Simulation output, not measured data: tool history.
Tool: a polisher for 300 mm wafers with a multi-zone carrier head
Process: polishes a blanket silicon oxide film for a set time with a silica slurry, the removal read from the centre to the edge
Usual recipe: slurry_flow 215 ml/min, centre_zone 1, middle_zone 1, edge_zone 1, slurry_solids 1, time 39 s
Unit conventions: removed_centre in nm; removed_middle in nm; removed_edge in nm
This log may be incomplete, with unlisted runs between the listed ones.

run    day  slurry_flow  centre_zone  middle_zone  edge_zone  slurry_solids  time  incoming thickness of the incoming film, nm  removed_centre  removed_middle  removed_edge
  1      0          215            1            1          1              1    35                                        992.4            98.2            95.5          99.9
     0.104  -- worn pad replaced by a new one
  2  0.729          240            1            1          1              1    39                                       1020.4           109.5           108.1         110.4
  3  1.229          240            1            1          1              1    39                                       1011.1           109.1             108         111.3
  4  1.954          215            1            1          1              1    39                                       1005.5           105.5           106.5           110
  5  2.575          215            1            1          1              1    39                                       1004.8           106.7           104.5         106.8
  6  2.946          215            1            1          1              1    39                                       1007.6           104.5           105.2         108.4
  7  3.317          215            1            1          1              1    39                                       1015.2           100.9             105         108.4
     3.567  -- edge zone pressure recalibrated
  8  3.833          215            1            1          1              1    39                                        990.6           105.2           103.9         107.3
  9  4.233          190            1            1       0.95           1.15    28                                        985.7            73.4            71.8          77.5
 10    4.5          215            1            1          1              1    39                                        994.4           102.5           100.5         107.8
     4.696  -- slurry nozzle cleaned
 11  5.096          240            1            1          1            0.8    43                                         1001           124.8           121.3         122.5
       5.4  -- carrier head's membrane replaced by a new one
 12  5.458          240            1            1          1              1    39                                        991.6           118.6             117         118.2
 13  5.771          215            1         0.92       1.09           0.75    39                                       1012.6           113.1           100.4         111.2

Run 14 comes next. What will it give?
     6.088  -- centre zone pressure recalibrated
     6.279  -- worn pad replaced by a new one
 14  6.362          215            1            1       1.08              1    45                                       1000.5               ?               ?             ?

removed_centre: 136.6 nm
removed_middle: 132.9 nm
removed_edge: 138.2 nm
Without the tool's hidden state the same run would have given removed_centre 138 nm, removed_middle 134.1 nm, removed_edge 139.2 nm.
